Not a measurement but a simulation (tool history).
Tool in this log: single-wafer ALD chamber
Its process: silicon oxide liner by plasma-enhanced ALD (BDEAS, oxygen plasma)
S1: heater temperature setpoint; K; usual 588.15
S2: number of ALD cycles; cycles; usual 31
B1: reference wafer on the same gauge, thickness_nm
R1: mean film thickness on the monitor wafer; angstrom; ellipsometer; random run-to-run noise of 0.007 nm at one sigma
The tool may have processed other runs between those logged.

{"run": 1, "hour": 0.0, "S1": 588.15, "S2": 31, "B1": 3.093, "R1": 27.95}
{"run": 2, "hour": 39.8, "S1": 588.15, "S2": 31, "B1": 3.096, "R1": 27.91}
{"run": 3, "hour": 142.5, "S1": 588.15, "S2": 31, "B1": 3.097, "R1": 27.89}
{"run": 4, "hour": 220.7, "S1": 588.15, "S2": 31, "B1": 3.098, "R1": 27.93}
{"run": 5, "hour": 290.7, "S1": 588.15, "S2": 31, "B1": 3.101, "R1": 28.04}
{"run": 6, "hour": 372.7, "S1": 598.15, "S2": 29, "B1": 3.101, "R1": 25.74}
{"run": 7, "hour": 469.0, "S1": 598.15, "S2": 29, "B1": 3.107, "R1": 25.74}
{"run": 8, "hour": 568.8, "S1": 598.15, "S2": 29, "B1": 3.109, "R1": 25.75}
{"run": 9, "hour": 674.1, "S1": 588.15, "S2": 31, "B1": 3.116, "R1": 28.05}
{"run": 10, "hour": 738.2, "S1": 588.15, "S2": 28, "B1": 3.117, "R1": 25.41}
{"run": 11, "hour": 794.7, "S1": 588.15, "S2": 28, "B1": 3.121, "R1": 25.53}
{"run": 12, "hour": 902.1, "S1": 582.15, "S2": 31, "B1": 3.128, "R1": 28.53}
{"run": 13, "hour": 954.9, "S1": 588.15, "S2": 31, "B1": 3.132, "R1": 28.26}
{"hour": 981.6, "done": "thermocouple changed; heater temperature recalibrated"}
{"hour": 1017.9, "done": "gauge calibrated"}
{"run": 14, "hour": 1037.0, "S1": 588.15, "S2": 31, "B1": 3.088, "R1": 27.86}

Run 15 has not been measured yet. What should we expect?
{"run": 15, "hour": 1089.3, "S1": 575.15, "S2": 33, "B1": "?", "R1": "?"}

{"run 15": {"B1": 3.091, "R1": 30.35}}
Take away the tool's hidden state, keep the run-to-run variation as it was, and the same run would have given R1 30.36 angstrom.

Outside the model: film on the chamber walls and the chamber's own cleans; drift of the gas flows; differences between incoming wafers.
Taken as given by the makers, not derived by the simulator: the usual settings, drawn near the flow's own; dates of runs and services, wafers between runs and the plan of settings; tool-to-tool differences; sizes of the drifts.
